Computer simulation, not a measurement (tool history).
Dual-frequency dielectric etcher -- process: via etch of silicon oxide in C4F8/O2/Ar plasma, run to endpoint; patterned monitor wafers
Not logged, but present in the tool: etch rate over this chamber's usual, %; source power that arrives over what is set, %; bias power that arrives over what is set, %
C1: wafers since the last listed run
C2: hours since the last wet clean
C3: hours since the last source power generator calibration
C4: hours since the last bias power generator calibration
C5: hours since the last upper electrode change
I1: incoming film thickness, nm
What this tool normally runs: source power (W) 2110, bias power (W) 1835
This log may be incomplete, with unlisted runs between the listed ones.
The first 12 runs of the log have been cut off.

run 13 hour=528.7 | source_power_(W)=2360 bias_power_(W)=1707 | C1=205 C2=397.0 C3=2277.5 C4=175.0 C5=2381.7 | I1=1674.5 | endpoint_time_(s)=360.0
-- hour=569.9 wet clean of the chamber
run 14 hour=570.4 | source_power_(W)=1680 bias_power_(W)=2016 | C1=68 C2=0.5 C3=2319.2 C4=216.7 C5=2423.4 | I1=1655.4 | endpoint_time_(s)=364.9
run 15 hour=588.8 | source_power_(W)=2350 bias_power_(W)=2136 | C1=70 C2=18.9 C3=2337.6 C4=235.1 C5=2441.8 | I1=1672.8 | endpoint_time_(s)=317.4
run 16 hour=660.6 | source_power_(W)=2110 bias_power_(W)=1835 | C1=276 C2=90.7 C3=2409.4 C4=306.9 C5=2513.6 | I1=1669.8 | endpoint_time_(s)=355.5
run 17 hour=805.5 | source_power_(W)=2400 bias_power_(W)=1835 | C1=557 C2=235.6 C3=2554.3 C4=451.8 C5=2658.5 | I1=1680.1 | endpoint_time_(s)=340.7
run 18 hour=831.9 | source_power_(W)=1860 bias_power_(W)=2211 | C1=101 C2=262.0 C3=2580.7 C4=478.2 C5=2684.9 | I1=1664.8 | endpoint_time_(s)=352.7
run 19 hour=891.1 | source_power_(W)=2110 bias_power_(W)=1699 | C1=227 C2=321.2 C3=2639.9 C4=537.4 C5=2744.1 | I1=1675.1 | endpoint_time_(s)=375.6
run 20 hour=946.2 | source_power_(W)=1930 bias_power_(W)=1977 | C1=212 C2=376.3 C3=2695.0 C4=592.5 C5=2799.2 | I1=1656.6 | endpoint_time_(s)=368.3
-- hour=959.5 source power generator calibrated
-- hour=977.7 wet clean of the chamber
run 21 hour=990.3 | source_power_(W)=1810 bias_power_(W)=1502 | C1=84 C2=12.6 C3=30.8 C4=636.6 C5=2843.3 | I1=1674.1 | endpoint_time_(s)=393.6
run 22 hour=1041.7 | source_power_(W)=2110 bias_power_(W)=1835 | C1=197 C2=64.0 C3=82.2 C4=688.0 C5=2894.7 | I1=1660.0 | endpoint_time_(s)=354.7
run 23 hour=1090.0 | source_power_(W)=1900 bias_power_(W)=1515 | C1=185 C2=112.3 C3=130.5 C4=736.3 C5=2943.0 | I1=1669.5 | endpoint_time_(s)=395.2
run 24 hour=1145.8 | source_power_(W)=1930 bias_power_(W)=1544 | C1=214 C2=168.1 C3=186.3 C4=792.1 C5=2998.8 | I1=1665.2 | endpoint_time_(s)=390.8
-- hour=1210.0 upper electrode replaced
run 25 hour=1210.5 | source_power_(W)=2110 bias_power_(W)=1468 | C1=156 C2=232.8 C3=251.0 C4=856.8 C5=0.5 | I1=1669.6 | endpoint_time_(s)=383.4

The next listed run, before its measurement:
run 26 hour=1235.8 | source_power_(W)=2510 bias_power_(W)=2272 | C1=97 C2=258.1 C3=276.3 C4=882.1 C5=25.8 | I1=1658.3 | endpoint_time_(s)=?

{"run 26": {"endpoint time (s)": 316.4}}
Without the tool's hidden state the same run would have given endpoint time (s) 307.2.

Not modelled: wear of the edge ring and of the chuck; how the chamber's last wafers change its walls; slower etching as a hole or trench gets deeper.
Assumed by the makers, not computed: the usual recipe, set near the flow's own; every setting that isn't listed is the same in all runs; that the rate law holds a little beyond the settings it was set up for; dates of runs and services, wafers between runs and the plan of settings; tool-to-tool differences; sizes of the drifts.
